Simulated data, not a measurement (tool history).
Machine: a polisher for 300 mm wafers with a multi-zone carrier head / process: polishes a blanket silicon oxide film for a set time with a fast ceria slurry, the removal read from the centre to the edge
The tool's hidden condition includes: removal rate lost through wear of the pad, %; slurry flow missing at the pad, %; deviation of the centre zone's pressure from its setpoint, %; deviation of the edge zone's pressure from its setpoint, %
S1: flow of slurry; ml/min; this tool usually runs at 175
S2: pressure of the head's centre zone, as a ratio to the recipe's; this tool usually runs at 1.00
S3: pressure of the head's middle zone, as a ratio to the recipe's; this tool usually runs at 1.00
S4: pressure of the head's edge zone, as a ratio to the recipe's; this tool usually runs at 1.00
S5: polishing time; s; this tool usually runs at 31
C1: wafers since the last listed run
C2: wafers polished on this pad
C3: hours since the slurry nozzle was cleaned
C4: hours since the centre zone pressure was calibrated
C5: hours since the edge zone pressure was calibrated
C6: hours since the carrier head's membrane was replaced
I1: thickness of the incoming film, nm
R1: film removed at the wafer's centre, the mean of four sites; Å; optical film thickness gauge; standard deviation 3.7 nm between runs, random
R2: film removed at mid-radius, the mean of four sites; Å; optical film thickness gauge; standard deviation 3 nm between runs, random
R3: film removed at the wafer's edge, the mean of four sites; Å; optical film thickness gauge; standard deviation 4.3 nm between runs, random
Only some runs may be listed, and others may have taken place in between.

| run | hour | S1 | S2 | S3 | S4 | S5 | C1 | C2 | C3 | C4 | C5 | C6 | I1 | R1 | R2 | R3 |
|---|---|---|---|---|---|---|---|---|---|---|---|---|---|---|---|---|
| 1 | 0.0 | 175 | 1.00 | 1.00 | 1.00 | 31 | 0 | 113 | 116.7 | 67.9 | 45.4 | 631.3 | 1680.9 | 3297 | 3254 | 3294 |
| 2 | 14.9 | 175 | 0.94 | 1.00 | 0.93 | 31 | 197 | 311 | 131.6 | 82.8 | 60.3 | 646.2 | 1652.3 | 3030 | 3247 | 3064 |
| 3 | 22.5 | 175 | 1.00 | 1.00 | 0.90 | 31 | 100 | 412 | 139.2 | 90.4 | 67.9 | 653.8 | 1670.7 | 3271 | 3227 | 2989 |
| 4 | 35.9 | 175 | 1.02 | 1.00 | 1.00 | 31 | 177 | 590 | 152.6 | 103.8 | 81.3 | 667.2 | 1679.3 | 3295 | 3223 | 3180 |
| 5 | 47.5 | 135 | 0.97 | 1.00 | 1.00 | 25 | 154 | 744 | 164.2 | 115.4 | 92.9 | 678.8 | 1636.6 | 2372 | 2435 | 2449 |
| 6 | 55.0 | 175 | 1.00 | 1.00 | 1.11 | 31 | 99 | 844 | 171.7 | 122.9 | 100.4 | 686.3 | 1677.8 | 3115 | 3116 | 3248 |
| 7 | 62.0 | 195 | 1.00 | 1.00 | 1.00 | 31 | 92 | 937 | 178.7 | 129.9 | 107.4 | 693.3 | 1644.7 | 3118 | 3124 | 3088 |
| 8 | 70.3 | 175 | 1.00 | 1.00 | 1.00 | 31 | 110 | 1047 | 187.0 | 138.2 | 115.7 | 701.6 | 1669.5 | 3083 | 3050 | 3069 |
| 9 | 83.9 | 175 | 1.00 | 1.00 | 1.00 | 31 | 180 | 1227 | 200.6 | 151.8 | 129.3 | 715.2 | 1673.6 | 2995 | 3029 | 3037 |
| 10 | 92.0 | 175 | 1.00 | 0.89 | 0.92 | 34 | 107 | 1335 | 208.7 | 159.9 | 137.4 | 723.3 | 1678.9 | 3373 | 2967 | 3121 |
| 11 | 98.1 | 175 | 0.92 | 1.00 | 1.00 | 31 | 80 | 1416 | 214.8 | 166.0 | 143.5 | 729.4 | 1666.4 | 2749 | 2971 | 2953 |
|  | 116.6 | worn pad replaced by a new one |
| 12 | 117.1 | 175 | 1.00 | 1.00 | 0.97 | 39 | 199 | 6 | 233.8 | 185.0 | 162.5 | 748.4 | 1629.8 | 4287 | 4232 | 4160 |
|  | 136.0 | carrier head's membrane replaced by a new one |
| 13 | 136.5 | 175 | 0.93 | 1.00 | 1.00 | 31 | 191 | 197 | 253.2 | 204.4 | 181.9 | 0.5 | 1694.2 | 3096 | 3246 | 3301 |
| 14 | 154.6 | 175 | 1.00 | 1.00 | 1.04 | 24 | 240 | 438 | 271.3 | 222.5 | 200.0 | 18.6 | 1654.5 | 2552 | 2477 | 2563 |
| 15 | 168.4 | 195 | 1.00 | 1.00 | 1.00 | 31 | 183 | 621 | 285.1 | 236.3 | 213.8 | 32.4 | 1666.2 | 3233 | 3261 | 3263 |
| 16 | 183.2 | 175 | 1.00 | 0.92 | 1.00 | 23 | 196 | 817 | 299.9 | 251.1 | 228.6 | 47.2 | 1670.9 | 2402 | 2177 | 2396 |
| 17 | 200.0 | 175 | 1.00 | 1.00 | 1.00 | 21 | 223 | 1040 | 316.7 | 267.9 | 245.4 | 64.0 | 1641.8 | 2131 | 2076 | 2112 |
|  | 218.4 | worn pad replaced by a new one |
| 18 | 218.9 | 175 | 1.00 | 1.00 | 1.00 | 28 | 197 | 6 | 335.6 | 286.8 | 264.3 | 82.9 | 1682.2 | 3062 | 3004 | 2962 |
| 19 | 232.8 | 175 | 1.00 | 0.94 | 1.00 | 31 | 184 | 191 | 349.5 | 300.7 | 278.2 | 96.8 | 1635.1 | 3331 | 3148 | 3289 |
| 20 | 238.9 | 130 | 1.00 | 1.00 | 1.00 | 31 | 80 | 272 | 355.6 | 306.8 | 284.3 | 102.9 | 1665.4 | 3268 | 3246 | 3240 |
| 21 | 249.0 | 205 | 1.07 | 1.00 | 1.08 | 31 | 134 | 406 | 365.7 | 316.9 | 294.4 | 113.0 | 1676.3 | 3562 | 3273 | 3410 |
| 22 | 259.4 | 175 | 1.00 | 1.00 | 1.00 | 40 | 138 | 544 | 376.1 | 327.3 | 304.8 | 123.4 | 1648.2 | 4176 | 4188 | 4139 |
| 23 | 272.9 | 175 | 1.00 | 1.00 | 1.00 | 31 | 179 | 723 | 389.6 | 340.8 | 318.3 | 136.9 | 1667.6 | 3245 | 3199 | 3182 |

Hidden state at the last listed run before each entry between runs and at the first one after, where it differs:
Run 11 -> run 12: worn pad replaced by a new one (hour 116.6)
  removal rate lost through wear of the pad, %: 12.2 -> 0.644
  the result without the hidden state subtracted from the measured one, R1: -381 -> -27 Å; R2: -411 -> -27 Å; R3: -409 -> -27 Å
Run 12 -> run 13: carrier head's membrane replaced by a new one (hour 136.0)
  removal rate lost through wear of the pad, %: 0.644 -> 2.46
  the result without the hidden state subtracted from the measured one, R1: -27 -> -78 Å; R2: -27 -> -82 Å; R3: -27 -> -83 Å
Run 17 -> run 18: worn pad replaced by a new one (hour 218.4)
  removal rate lost through wear of the pad, %: 8.41 -> 0.357
  the result without the hidden state subtracted from the measured one, R1: -196 -> -11 Å; R2: -191 -> -10 Å; R3: -194 -> -11 Å
